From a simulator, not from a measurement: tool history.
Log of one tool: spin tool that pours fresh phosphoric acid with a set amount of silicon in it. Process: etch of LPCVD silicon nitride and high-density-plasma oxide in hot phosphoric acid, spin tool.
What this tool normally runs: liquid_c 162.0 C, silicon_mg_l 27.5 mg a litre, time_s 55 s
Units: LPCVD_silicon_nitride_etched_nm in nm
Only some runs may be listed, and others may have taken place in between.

run   hour  liquid_c  silicon_mg_l  time_s  read-back film thickness of the LPCVD silicon nitride reference wafer, read on the same gauge (nm)  LPCVD_silicon_nitride_etched_nm
  1    0.0     162.0          27.5      55                                                                                               99.99                             5.29
  2   20.9     162.0          27.5      55                                                                                              100.01                             5.29
  3   46.3     162.0          27.5      55                                                                                               99.99                             5.30
  4   78.7     162.0          27.5      30                                                                                               99.98                             2.87
  5  107.8     162.0          27.5      30                                                                                              100.01                             2.87
  6  125.8     162.0          27.5      55                                                                                              100.00                             5.21
  7  153.8     162.0          27.5      25                                                                                              100.00                             2.38
  8  175.5     162.0          17.5      55                                                                                               99.99                             5.21
     187.6  -- gauge calibrated
  9  197.9     162.0          17.5      55                                                                                               99.99                             5.25
 10  220.2     162.0          20.5      35                                                                                              100.02                             3.31
     255.2  -- heated supply line repaired
 11  255.7     164.0          18.0      55                                                                                               99.99                             5.57
 12  279.7     159.0          48.5      55                                                                                              100.01                             4.67
 13  311.1     163.0          43.0      80                                                                                               99.99                             7.84
 14  342.1     162.0          27.5      55                                                                                              100.01                             5.20
 15  371.9     159.0          16.0      20                                                                                              100.04                             1.69
     402.0  -- dissolved silicon flow meter replaced
 16  402.9     160.5           8.0      30                                                                                              100.01                             2.68
     407.1  -- thermometer replaced
 17  438.7     162.0          27.5      65                                                                                              100.00                             6.54
 18  453.8     163.0          36.5      65                                                                                              100.01                             6.81
 19  517.8     159.0          16.0      20                                                                                              100.03                             1.83
 20  536.7     162.0          27.5      55                                                                                               99.99                             5.57

5 ways to go on from here, each from the tool as it stands after run 20. What would each give?
  A  537.1     162.0          36.5      55                                                                                                   ?                                ?
  B  537.1     159.5          11.0      75                                                                                                   ?                                ?
  C  537.1     163.5          27.5      55                                                                                                   ?                                ?
  D  537.1     164.5           9.5      55                                                                                                   ?                                ?
  E  537.1     165.0          14.0      25                                                                                                   ?                                ?

run  read-back film thickness of the LPCVD silicon nitride reference wafer, read on the same gauge (nm)  LPCVD_silicon_nitride_etched_nm
  A                                                                                               99.99                             5.51
  B                                                                                               99.99                             6.91
  C                                                                                               99.99                             5.79
  D                                                                                               99.99                             5.99
  E                                                                                               99.99                             2.77
With the hidden condition removed and each run's random variation left untouched, the same runs would have given:
run  LPCVD_silicon_nitride_etched_nm
  A                             5.58
  B                             7.00
  C                             5.86
  D                             6.06
  E                             2.80
